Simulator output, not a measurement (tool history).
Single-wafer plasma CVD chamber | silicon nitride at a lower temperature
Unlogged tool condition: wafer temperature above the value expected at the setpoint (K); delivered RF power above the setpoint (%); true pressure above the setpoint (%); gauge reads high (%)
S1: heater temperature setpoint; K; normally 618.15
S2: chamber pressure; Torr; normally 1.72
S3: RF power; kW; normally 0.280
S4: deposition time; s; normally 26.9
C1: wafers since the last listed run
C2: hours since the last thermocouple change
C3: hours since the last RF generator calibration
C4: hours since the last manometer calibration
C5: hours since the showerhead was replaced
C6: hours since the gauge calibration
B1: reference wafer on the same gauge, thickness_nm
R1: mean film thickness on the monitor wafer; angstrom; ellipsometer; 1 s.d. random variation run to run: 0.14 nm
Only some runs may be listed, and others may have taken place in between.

run	day	S1	S2	S3	S4	C1	C2	C3	C4	C5	C6	B1	R1
1	0.000	618.15	1.72	0.280	25.1	0	1015.9	841.7	759.6	4364.3	117.6	27.430	260.08
2	2.658	618.15	1.72	0.280	26.9	1470	1079.7	905.5	823.4	4428.1	181.4	27.413	279.20
3	4.396	618.15	1.72	0.280	26.9	961	1121.4	947.2	865.1	4469.8	223.1	27.285	275.88
4	7.171	618.15	1.72	0.280	26.9	1535	1188.0	1013.8	931.7	4536.4	289.7	27.314	277.41
5	8.692	618.15	1.72	0.280	26.9	841	1224.5	1050.3	968.2	4572.9	326.2	27.217	276.78
6	11.596	618.15	1.72	0.280	26.9	1606	1294.2	1120.0	1037.9	4642.6	395.9	27.155	277.17
7	13.921	618.15	1.72	0.280	26.9	1286	1350.0	1175.8	1093.7	4698.4	451.7	27.110	276.82
8	15.246	618.15	1.72	0.280	26.9	733	1381.8	1207.6	1125.5	4730.2	483.5	27.136	273.25
9	17.975	618.15	1.72	0.280	26.9	1509	1447.3	1273.1	1191.0	4795.7	549.0	27.008	276.40
10	19.033	618.15	1.72	0.280	26.9	585	1472.7	1298.5	1216.4	4821.1	574.4	27.019	275.11
11	20.458	618.15	1.72	0.280	26.9	788	1506.9	1332.7	1250.6	4855.3	608.6	26.964	272.21
# day 20.804: RF generator calibrated
12	22.950	618.15	1.72	0.280	26.9	1194	1566.7	51.5	1310.4	4915.1	668.4	26.879	272.45
13	25.112	628.15	1.72	0.295	26.9	1196	1618.6	103.4	1362.3	4967.0	720.3	26.871	285.53
14	26.946	618.15	1.72	0.280	26.9	1014	1662.6	147.4	1406.3	5011.0	764.3	26.769	273.24
# day 31.096: thermocouple changed; heater temperature recalibrated
15	31.788	618.15	1.47	0.245	24.2	2494	16.6	263.6	1522.5	5127.2	880.5	26.725	205.83
16	34.679	618.15	1.72	0.280	26.9	1599	86.0	333.0	1591.9	5196.6	949.9	26.600	270.06
# day 35.212: gauge calibrated
17	35.858	618.15	1.72	0.280	26.9	652	114.3	361.3	1620.2	5224.9	15.5	27.728	282.44
18	37.579	618.15	1.72	0.280	26.9	951	155.6	402.6	1661.5	5266.2	56.8	27.693	282.63
19	39.467	623.15	1.43	0.280	26.9	1044	200.9	447.9	1706.8	5311.5	102.1	27.601	268.50
20	41.179	618.15	1.72	0.280	26.9	947	242.0	489.0	1747.9	5352.6	143.2	27.590	279.66
21	42.479	632.15	1.72	0.305	26.9	719	273.2	520.2	1779.1	5383.8	174.4	27.551	301.47
22	43.838	611.15	1.72	0.280	26.9	751	305.8	552.8	1811.7	5416.4	207.0	27.496	280.63
# day 44.450: capacitance manometer re-zeroed and calibrated
# day 45.029: showerhead replaced
23	46.421	618.15	1.72	0.280	26.9	1060	367.8	614.8	47.3	33.4	269.0	27.407	280.39
24	48.029	627.15	1.72	0.280	29.2	889	406.4	653.4	85.9	72.0	307.6	27.402	303.07
25	50.117	632.15	1.72	0.260	26.9	1154	456.5	703.5	136.0	122.1	357.7	27.391	257.90
26	52.421	623.15	1.37	0.325	21.8	1274	511.8	758.8	191.3	177.4	413.0	27.316	242.51
27	54.712	618.15	1.72	0.280	26.9	1267	566.8	813.8	246.3	232.4	468.0	27.323	276.42
28	57.125	618.15	2.06	0.280	28.3	1334	624.7	871.7	304.2	290.3	525.9	27.172	302.89
29	59.821	608.15	1.46	0.235	23.3	1491	689.4	936.4	368.9	355.0	590.6	27.161	195.22

Some steps in R1, run to run, broken into two amounts with sign: the step expected even without the hidden condition (settings, incoming material, random variation), and the rest, left for the hidden condition together with whatever gauge scatter is not in both the measured and the hidden-condition-free result:
Run 14 -> 15: S2 1.72 -> 1.47, S3 0.280 -> 0.245, S4 26.9 -> 24.2, thermocouple changed; heater temperature recalibrated. R1 -67.41 angstrom: hidden state +0.82, all else -68.23.
Run 15 -> 16: S2 1.47 -> 1.72, S3 0.245 -> 0.280, S4 24.2 -> 26.9. R1 +64.23 angstrom: hidden state -2.57, all else +66.80.
Run 16 -> 17: gauge calibrated. R1 +12.38 angstrom: hidden state +10.58, all else +1.80.
Run 28 -> 29: S1 618.15 -> 608.15, S2 2.06 -> 1.46, S3 0.280 -> 0.235, S4 28.3 -> 23.3. R1 -107.67 angstrom: hidden state +0.69, all else -108.36.
